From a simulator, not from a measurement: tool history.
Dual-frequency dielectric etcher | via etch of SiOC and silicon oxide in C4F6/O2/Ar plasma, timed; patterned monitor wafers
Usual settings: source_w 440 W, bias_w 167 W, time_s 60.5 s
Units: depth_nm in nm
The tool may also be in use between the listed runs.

run     day  source_w  bias_w  time_s  wafers since the last listed run  hours since the last wet clean  hours since the last source power generator calibration  hours since the last bias power generator calibration  hours since the last upper electrode change  hours since the gauge calibration  read-back reference wafer on the same gauge, depth_nm  depth_nm
  1       0       440     167    60.5                                 0                             406                                                   2759.9                                                 3904.7                                       2010.7                              205.1                                                   63.7      72.9
  2   0.621       440     154    60.5                               134                           420.9                                                   2774.8                                                 3919.6                                       2025.6                                220                                                   63.8        72
  3   0.912       440     154    60.5                                62                           427.9                                                   2781.8                                                 3926.6                                       2032.6                                227                                                   63.7      71.8
  4   1.229       440     167    60.5                                68                           435.5                                                   2789.4                                                 3934.2                                       2040.2                              234.6                                                   63.9      73.5
  5   2.471       440     167    60.5                               268                           465.3                                                   2819.2                                                   3964                                         2070                              264.4                                                   63.7      73.5
  6   3.008       440     167    65.5                               116                           478.2                                                   2832.1                                                 3976.9                                       2082.9                              277.3                                                   63.8      79.7
  7     3.7       440     167    60.5                               149                           494.8                                                   2848.7                                                 3993.5                                       2099.5                              293.9                                                   63.7      73.8
  8   4.033       440     167    47.5                                71                           502.8                                                   2856.7                                                 4001.5                                       2107.5                              301.9                                                   63.8      57.3
  9   4.521       440     158      47                               105                           514.5                                                   2868.4                                                 4013.2                                       2119.2                              313.6                                                   63.8      56.8
 10   4.862       440     158      47                                73                           522.7                                                   2876.6                                                 4021.4                                       2127.4                              321.8                                                   63.7      56.7
      5.979  -- bias power generator calibrated
        6.1  -- gauge calibrated
      6.129  -- wet clean of the chamber
 11    6.15       440     199    60.5                               209                             0.5                                                   2907.5                                                    4.1                                       2158.3                                1.2                                                   63.8        73
 12   6.188       440     199    60.5                                 8                             1.4                                                   2908.4                                                      5                                       2159.2                                2.1                                                   63.9      72.8
      7.321  -- upper electrode replaced
 13   7.342       440     167    51.5                                33                            29.1                                                   2936.1                                                   32.7                                          0.5                               29.8                                                   63.8      60.2
 14   7.358       540     209    68.5                                 3                            29.5                                                   2936.5                                                   33.1                                          0.9                               30.2                                                   63.8      90.2
 15   7.988       440     167    60.5                               135                            44.6                                                   2951.6                                                   48.2                                           16                               45.3                                                   63.8      70.6
 16   8.583       440     199    60.5                               128                            58.9                                                   2965.9                                                   62.5                                         30.3                               59.6                                                   63.9        73
 17   8.842       440     167    60.5                                55                            65.1                                                   2972.1                                                   68.7                                         36.5                               65.8                                                   63.7      71.3
 18   9.583       440     167    60.5                               160                            82.9                                                   2989.9                                                   86.5                                         54.3                               83.6                                                   63.8      70.5
 19  10.038       480     193      66                                98                            93.8                                                   3000.8                                                   97.4                                         65.2                               94.5                                                   63.8      82.6
 20    10.4       440     167    60.5                                78                           102.5                                                   3009.5                                                  106.1                                         73.9                              103.2                                                   63.9      71.1
 21  10.808       530     167    44.5                                88                           112.3                                                   3019.3                                                  115.9                                         83.7                                113                                                   63.8        56
 22  11.171       410     167    60.5                                78                             121                                                     3028                                                  124.6                                         92.4                              121.7                                                   63.9      69.2
 23  11.812       440     167    60.5                               138                           136.4                                                   3043.4                                                    140                                        107.8                              137.1                                                   63.7      71.3
 24  12.283       540     182    60.5                               101                           147.7                                                   3054.7                                                  151.3                                        119.1                              148.4                                                   63.9        78
     12.933  -- source power generator calibrated
 25  12.954       440     131    60.5                               108                           163.8                                                      0.5                                                  167.4                                        135.2                              164.5                                                   63.8      69.2
 26  13.321       440     167    60.5                                79                           172.6                                                      9.3                                                  176.2                                          144                              173.3                                                   63.8      72.1
 27  14.379       400     194      45                               228                             198                                                     34.7                                                  201.6                                        169.4                              198.7                                                   63.9      52.9
 28  15.008       500     130      44                               135                           213.1                                                     49.8                                                  216.7                                        184.5                              213.8                                                   63.8      52.7
 29  16.829       360     167    52.5                               393                           256.8                                                     93.5                                                  260.4                                        228.2                              257.5                                                   63.7      58.2

Forecast each of these 5 alternatives for the next run:
  A  16.846       440     167    66.5                                 3                           257.2                                                     93.9                                                  260.8                                        228.6                              257.9                                                      ?         ?
  B  16.846       360     167    67.5                                 3                           257.2                                                     93.9                                                  260.8                                        228.6                              257.9                                                      ?         ?
  C  16.846       380     167    60.5                                 3                           257.2                                                     93.9                                                  260.8                                        228.6                              257.9                                                      ?         ?
  D  16.846       440     206    60.5                                 3                           257.2                                                     93.9                                                  260.8                                        228.6                              257.9                                                      ?         ?
  E  16.846       330     147    69.5                                 3                           257.2                                                     93.9                                                  260.8                                        228.6                              257.9                                                      ?         ?

run  read-back reference wafer on the same gauge, depth_nm  depth_nm
  A                                                   63.8        80
  B                                                   63.8      75.3
  C                                                   63.8      68.9
  D                                                   63.8      75.5
  E                                                   63.8      73.6
Without the tool's hidden state the same runs would have given:
run  depth_nm
  A      77.6
  B        73
  C      66.8
  D      73.2
  E      71.3
